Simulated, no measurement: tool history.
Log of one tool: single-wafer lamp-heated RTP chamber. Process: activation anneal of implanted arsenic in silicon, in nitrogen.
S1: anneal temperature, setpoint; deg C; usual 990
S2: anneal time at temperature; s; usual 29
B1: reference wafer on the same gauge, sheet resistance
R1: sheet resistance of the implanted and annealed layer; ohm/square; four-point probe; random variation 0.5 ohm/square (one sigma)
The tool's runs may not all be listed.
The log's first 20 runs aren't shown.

run	hour	S1	S2	B1	R1
21	274.1	990	29	395.73	337.87
22	290	1009	15	396.14	337.89
23	317.3	990	29	395.52	335.8
24	334.3	1020	24	395.34	332.35
25	346.8	1019	22	395.21	333
26	361.6	990	29	394.84	336.15
27	383.3	990	29	394.65	335.49
28	390.9	1018	12	394.63	336.1
# hour 403.8: reflector plate cleaned
29	406.2	990	29	394.3	335.1
30	414.2	1019	42	393.9	328.98
31	420.9	980	29	394.12	336.68
32	436.6	982	40	393.67	333.67
33	443	1002	19	393.6	334.04
34	456.3	1020	29	393.55	330.51
35	466.4	966	41	392.92	334.99
36	474.5	1004	23	392.65	333.21

Forecast each of these 5 alternatives for the next run:
A	474.9	990	29	?	?
B	474.9	1016	15	?	?
C	474.9	966	29	?	?
D	474.9	990	41	?	?
E	474.9	1008	42	?	?

run	B1	R1
A	392.83	333.8
B	392.83	333.92
C	392.83	336.31
D	392.83	332
E	392.83	329.14
Without the tool's hidden state the same runs would have given:
run	R1
A	336.51
B	336.63
C	339.04
D	334.69
E	331.81
